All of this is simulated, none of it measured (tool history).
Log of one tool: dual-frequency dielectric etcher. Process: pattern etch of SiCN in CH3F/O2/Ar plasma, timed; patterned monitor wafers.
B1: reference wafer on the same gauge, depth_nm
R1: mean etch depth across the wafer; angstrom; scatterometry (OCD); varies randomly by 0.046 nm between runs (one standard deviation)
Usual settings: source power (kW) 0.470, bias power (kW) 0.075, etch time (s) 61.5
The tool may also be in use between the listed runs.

{"run": 1, "hour": 0.0, "source power (kW)": 0.47, "bias power (kW)": 0.075, "etch time (s)": 61.5, "B1": 19.99, "R1": 217.9}
{"run": 2, "hour": 18.0, "source power (kW)": 0.47, "bias power (kW)": 0.075, "etch time (s)": 61.5, "B1": 20.01, "R1": 217.2}
{"hour": 46.1, "done": "gauge calibrated"}
{"run": 3, "hour": 53.7, "source power (kW)": 0.47, "bias power (kW)": 0.089, "etch time (s)": 61.5, "B1": 20.02, "R1": 239.2}
{"run": 4, "hour": 74.7, "source power (kW)": 0.47, "bias power (kW)": 0.089, "etch time (s)": 61.5, "B1": 20.0, "R1": 239.7}
{"hour": 86.6, "done": "source power generator calibrated"}
{"run": 5, "hour": 95.5, "source power (kW)": 0.5, "bias power (kW)": 0.07, "etch time (s)": 61.5, "B1": 20.0, "R1": 211.5}
{"run": 6, "hour": 120.5, "source power (kW)": 0.5, "bias power (kW)": 0.07, "etch time (s)": 61.5, "B1": 20.0, "R1": 212.4}
{"hour": 170.1, "done": "upper electrode replaced"}
{"run": 7, "hour": 170.6, "source power (kW)": 0.5, "bias power (kW)": 0.07, "etch time (s)": 61.5, "B1": 19.99, "R1": 213.1}
{"run": 8, "hour": 181.9, "source power (kW)": 0.47, "bias power (kW)": 0.075, "etch time (s)": 61.5, "B1": 19.99, "R1": 218.5}
{"hour": 207.3, "done": "wet clean of the chamber"}
{"run": 9, "hour": 207.8, "source power (kW)": 0.39, "bias power (kW)": 0.06, "etch time (s)": 61.5, "B1": 20.0, "R1": 184.2}
{"run": 10, "hour": 222.3, "source power (kW)": 0.38, "bias power (kW)": 0.064, "etch time (s)": 67.0, "B1": 20.0, "R1": 207.9}
{"run": 11, "hour": 248.9, "source power (kW)": 0.58, "bias power (kW)": 0.075, "etch time (s)": 72.0, "B1": 19.99, "R1": 263.7}
{"hour": 265.2, "done": "bias power generator calibrated"}
{"run": 12, "hour": 272.8, "source power (kW)": 0.47, "bias power (kW)": 0.059, "etch time (s)": 79.0, "B1": 20.0, "R1": 248.3}
{"run": 13, "hour": 287.7, "source power (kW)": 0.47, "bias power (kW)": 0.075, "etch time (s)": 61.5, "B1": 20.01, "R1": 221.8}
{"run": 14, "hour": 300.3, "source power (kW)": 0.39, "bias power (kW)": 0.058, "etch time (s)": 75.5, "B1": 19.98, "R1": 226.8}
{"run": 15, "hour": 324.0, "source power (kW)": 0.55, "bias power (kW)": 0.069, "etch time (s)": 68.5, "B1": 20.0, "R1": 243.7}
{"run": 16, "hour": 354.8, "source power (kW)": 0.47, "bias power (kW)": 0.075, "etch time (s)": 78.0, "B1": 20.02, "R1": 281.8}
{"run": 17, "hour": 369.2, "source power (kW)": 0.47, "bias power (kW)": 0.075, "etch time (s)": 78.0, "B1": 19.99, "R1": 281.3}
{"run": 18, "hour": 391.4, "source power (kW)": 0.47, "bias power (kW)": 0.075, "etch time (s)": 44.0, "B1": 20.0, "R1": 159.7}
{"run": 19, "hour": 418.8, "source power (kW)": 0.39, "bias power (kW)": 0.075, "etch time (s)": 61.5, "B1": 19.99, "R1": 216.3}
{"run": 20, "hour": 433.0, "source power (kW)": 0.47, "bias power (kW)": 0.075, "etch time (s)": 61.5, "B1": 20.02, "R1": 222.2}
{"run": 21, "hour": 467.7, "source power (kW)": 0.55, "bias power (kW)": 0.083, "etch time (s)": 68.0, "B1": 19.99, "R1": 269.0}
{"run": 22, "hour": 492.4, "source power (kW)": 0.47, "bias power (kW)": 0.075, "etch time (s)": 78.0, "B1": 20.0, "R1": 282.3}
{"run": 23, "hour": 504.7, "source power (kW)": 0.47, "bias power (kW)": 0.075, "etch time (s)": 68.5, "B1": 20.0, "R1": 247.5}
{"run": 24, "hour": 530.2, "source power (kW)": 0.4, "bias power (kW)": 0.092, "etch time (s)": 76.5, "B1": 20.0, "R1": 301.1}
{"hour": 574.7, "done": "wet clean of the chamber"}
{"run": 25, "hour": 575.2, "source power (kW)": 0.55, "bias power (kW)": 0.069, "etch time (s)": 73.0, "B1": 19.99, "R1": 257.7}
{"run": 26, "hour": 582.3, "source power (kW)": 0.58, "bias power (kW)": 0.075, "etch time (s)": 68.5, "B1": 20.03, "R1": 256.7}
{"run": 27, "hour": 615.0, "source power (kW)": 0.58, "bias power (kW)": 0.06, "etch time (s)": 69.0, "B1": 20.01, "R1": 228.5}
{"run": 28, "hour": 642.2, "source power (kW)": 0.47, "bias power (kW)": 0.075, "etch time (s)": 72.0, "B1": 19.99, "R1": 259.0}
{"run": 29, "hour": 665.3, "source power (kW)": 0.55, "bias power (kW)": 0.093, "etch time (s)": 72.0, "B1": 20.0, "R1": 301.4}

Some steps in R1 between neighbouring runs. How much of each would the tool show without its hidden state too (settings, what came in, random variation), and how much is left for the hidden state, with any gauge scatter that isn't in both results?
Hidden conditions of the tool in this case: etch rate over this chamber's usual, %; source power that arrives over what is set, %; bias power that arrives over what is set, %; gauge reads high (%).
Run 11 -> 12: source power (kW) 0.580 -> 0.470, bias power (kW) 0.075 -> 0.059, etch time (s) 72.0 -> 79.0, bias power generator calibrated. R1 -15.4 angstrom: hidden state +6.9, all else -22.3.
Run 17 -> 18: etch time (s) 78.0 -> 44.0. R1 -121.6 angstrom: hidden state -0.2, all else -121.4.
Run 18 -> 19: source power (kW) 0.470 -> 0.390, etch time (s) 44.0 -> 61.5. R1 +56.6 angstrom: hidden state +0.2, all else +56.4.
Run 24 -> 25: source power (kW) 0.400 -> 0.550, bias power (kW) 0.092 -> 0.069, etch time (s) 76.5 -> 73.0, wet clean of the chamber. R1 -43.4 angstrom: hidden state -2.1, all else -41.3.
